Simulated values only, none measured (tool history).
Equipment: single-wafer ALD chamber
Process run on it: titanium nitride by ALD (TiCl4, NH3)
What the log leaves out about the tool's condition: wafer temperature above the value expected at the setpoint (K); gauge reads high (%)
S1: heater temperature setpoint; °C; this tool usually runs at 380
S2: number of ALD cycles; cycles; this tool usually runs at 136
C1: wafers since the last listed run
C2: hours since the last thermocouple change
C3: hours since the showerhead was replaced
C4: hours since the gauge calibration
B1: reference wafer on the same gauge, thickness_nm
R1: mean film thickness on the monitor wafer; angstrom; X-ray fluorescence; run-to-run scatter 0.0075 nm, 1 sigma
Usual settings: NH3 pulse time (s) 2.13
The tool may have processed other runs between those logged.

Run 1, day 0.000: usual settings but S1 391 °C; C1 0; C2 1511.3; C3 6089.6; C4 1584.4; B1 3.287. Result: R1 29.41 angstrom.
Run 2, day 5.446: usual settings; C1 161; C2 1642.0; C3 6220.3; C4 1715.1; B1 3.284. Result: R1 29.23 angstrom.
Run 3, day 8.258: usual settings; C1 83; C2 1709.5; C3 6287.8; C4 1782.6; B1 3.281. Result: R1 29.26 angstrom.
Run 4, day 10.346: usual settings; C1 61; C2 1759.6; C3 6337.9; C4 1832.7; B1 3.281. Result: R1 29.17 angstrom.
Run 5, day 14.562: usual settings but S2 128 cycles; C1 125; C2 1860.8; C3 6439.1; C4 1933.9; B1 3.283. Result: R1 27.46 angstrom.
Run 6, day 16.067: usual settings but S2 128 cycles; C1 44; C2 1896.9; C3 6475.2; C4 1970.0; B1 3.280. Result: R1 27.38 angstrom.
Run 7, day 18.858: usual settings but S2 128 cycles; C1 82; C2 1963.9; C3 6542.2; C4 2037.0; B1 3.280. Result: R1 27.39 angstrom.
Run 8, day 20.746: usual settings; C1 56; C2 2009.2; C3 6587.5; C4 2082.3; B1 3.281. Result: R1 29.37 angstrom.
Run 9, day 24.712: usual settings; C1 117; C2 2104.4; C3 6682.7; C4 2177.5; B1 3.281. Result: R1 29.12 angstrom.
At day 28.288: showerhead replaced.
Run 10, day 28.600: usual settings but NH3 pulse time (s) 2.31; C1 105; C2 2197.7; C3 7.5; C4 2270.8; B1 3.282. Result: R1 29.23 angstrom.
Run 11, day 31.217: usual settings; C1 77; C2 2260.5; C3 70.3; C4 2333.6; B1 3.280. Result: R1 29.37 angstrom.
At day 34.004: gauge calibrated.
Run 12, day 41.458: usual settings; C1 304; C2 2506.3; C3 316.1; C4 178.9; B1 3.336. Result: R1 29.65 angstrom.
At day 42.704: thermocouple changed; heater temperature recalibrated.
Run 13, day 43.825: usual settings; C1 60; C2 26.9; C3 372.9; C4 235.7; B1 3.332. Result: R1 29.76 angstrom.
Run 14, day 46.938: usual settings but S1 367 °C, S2 128 cycles, NH3 pulse time (s) 1.39; C1 92; C2 101.6; C3 447.6; C4 310.4; B1 3.331. Result: R1 26.66 angstrom.
Run 15, day 50.850: usual settings but S1 370 °C, S2 163 cycles, NH3 pulse time (s) 1.49; C1 116; C2 195.5; C3 541.5; C4 404.3; B1 3.321. Result: R1 34.01 angstrom.
Run 16, day 54.058: usual settings but S1 369 °C, S2 125 cycles, NH3 pulse time (s) 2.89; C1 95; C2 272.5; C3 618.5; C4 481.3; B1 3.320. Result: R1 27.27 angstrom.
Run 17, day 56.912: usual settings; C1 84; C2 341.0; C3 687.0; C4 549.8; B1 3.315. Result: R1 29.54 angstrom.
Run 18, day 60.346: usual settings but S2 154 cycles; C1 101; C2 423.4; C3 769.4; C4 632.2; B1 3.313. Result: R1 33.54 angstrom.
Run 19, day 63.896: usual settings but S2 144 cycles, NH3 pulse time (s) 2.65; C1 105; C2 508.6; C3 854.6; C4 717.4; B1 3.311. Result: R1 31.62 angstrom.
Run 20, day 67.500: usual settings but S1 376 °C, S2 162 cycles; C1 106; C2 595.1; C3 941.1; C4 803.9; B1 3.306. Result: R1 35.06 angstrom.
Run 21, day 78.812: usual settings but NH3 pulse time (s) 1.35; C1 335; C2 866.6; C3 1212.6; C4 1075.4; B1 3.302. Result: R1 28.64 angstrom.
Run 22, day 80.475: usual settings but S2 119 cycles, NH3 pulse time (s) 1.49; C1 49; C2 906.5; C3 1252.5; C4 1115.3; B1 3.300. Result: R1 25.27 angstrom.

Forecast each of these 3 alternatives for the next run:
Run A, day 80.504: usual settings but S2 120 cycles; C1 0; C2 907.2; C3 1253.2; C4 1116.0; B1 ?. Result: R1 ?.
Run B, day 80.504: usual settings but S1 368 °C, NH3 pulse time (s) 2.76; C1 0; C2 907.2; C3 1253.2; C4 1116.0; B1 ?. Result: R1 ?.
Run C, day 80.504: usual settings but S1 368 °C; C1 0; C2 907.2; C3 1253.2; C4 1116.0; B1 ?. Result: R1 ?.

run     B1     R1
  A  3.299  25.90
  B  3.299  29.39
  C  3.299  28.93
Take away the tool's hidden state, keep each run's random variation, and the runs would have read:
run     R1
  A  26.29
  B  29.82
  C  29.37
